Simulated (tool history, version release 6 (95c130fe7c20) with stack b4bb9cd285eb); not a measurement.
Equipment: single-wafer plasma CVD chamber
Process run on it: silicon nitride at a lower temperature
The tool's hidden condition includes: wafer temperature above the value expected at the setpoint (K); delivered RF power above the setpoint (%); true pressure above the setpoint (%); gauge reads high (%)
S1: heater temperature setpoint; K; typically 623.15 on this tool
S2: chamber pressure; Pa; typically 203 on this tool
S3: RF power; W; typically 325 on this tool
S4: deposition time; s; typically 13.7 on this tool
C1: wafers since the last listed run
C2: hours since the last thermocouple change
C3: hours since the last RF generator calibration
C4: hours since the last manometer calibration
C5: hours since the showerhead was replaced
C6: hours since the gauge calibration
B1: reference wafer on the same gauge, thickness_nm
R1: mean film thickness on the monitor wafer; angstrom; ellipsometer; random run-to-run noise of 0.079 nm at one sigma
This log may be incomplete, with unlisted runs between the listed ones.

run	hour	S1	S2	S3	S4	C1	C2	C3	C4	C5	C6	B1	R1
1	0.0	623.15	203	325	13.7	0	1167.0	1542.8	1305.8	3957.3	54.8	16.989	164.25
2	27.7	623.15	203	325	13.7	632	1194.7	1570.5	1333.5	3985.0	82.5	17.014	162.37
3	61.5	623.15	203	325	13.7	771	1228.5	1604.3	1367.3	4018.8	116.3	17.013	163.53
4	91.2	623.15	203	325	13.7	678	1258.2	1634.0	1397.0	4048.5	146.0	17.016	163.42
5	117.5	623.15	203	325	13.7	600	1284.5	1660.3	1423.3	4074.8	172.3	17.017	162.92
6	139.0	623.15	203	325	13.7	490	1306.0	1681.8	1444.8	4096.3	193.8	16.981	163.07
7	172.6	623.15	203	325	13.7	767	1339.6	1715.4	1478.4	4129.9	227.4	17.002	163.95
8	186.1	623.15	203	325	13.7	308	1353.1	1728.9	1491.9	4143.4	240.9	16.980	162.53
# hour 221.6: thermocouple changed; heater temperature recalibrated
9	222.1	623.15	203	325	15.3	639	0.5	1764.9	1527.9	4179.4	276.9	17.007	180.34
# hour 230.3: RF generator calibrated
# hour 241.0: showerhead replaced
10	241.5	623.15	203	325	15.3	77	19.9	11.2	1547.3	0.5	296.3	16.977	176.13
11	257.5	623.15	203	325	15.3	365	35.9	27.2	1563.3	16.5	312.3	17.005	174.20
12	275.8	623.15	203	325	13.7	417	54.2	45.5	1581.6	34.8	330.6	17.007	157.58
# hour 290.8: capacitance manometer re-zeroed and calibrated
13	299.6	623.15	203	325	13.7	360	78.0	69.3	8.8	58.6	354.4	16.998	156.00
14	317.4	632.15	155	310	13.7	406	95.8	87.1	26.6	76.4	372.2	16.975	144.00
15	337.9	623.15	203	325	13.7	468	116.3	107.6	47.1	96.9	392.7	17.010	155.35
16	368.0	623.15	203	325	13.7	687	146.4	137.7	77.2	127.0	422.8	16.986	156.18
# hour 379.4: RF generator calibrated, repeated, since the last time left the tool worse
17	383.2	623.15	203	325	13.7	164	161.6	3.8	92.4	142.2	438.0	16.984	169.96
18	396.5	632.15	203	285	15.6	303	174.9	17.1	105.7	155.5	451.3	17.000	174.46
19	412.4	623.15	203	325	12.2	362	190.8	33.0	121.6	171.4	467.2	16.989	151.02
20	430.0	623.15	203	325	13.7	401	208.4	50.6	139.2	189.0	484.8	17.023	169.93
21	450.0	623.15	221	325	13.7	456	228.4	70.6	159.2	209.0	504.8	17.006	173.03

Forecast run 22:
22	470.7	616.15	183	370	16.1	472	249.1	91.3	179.9	229.7	525.5	?	?

{"run 22": {"B1": 17.003, "R1": 215.28}}
With no hidden state in the tool, this same run would have given R1 215.87 angstrom.
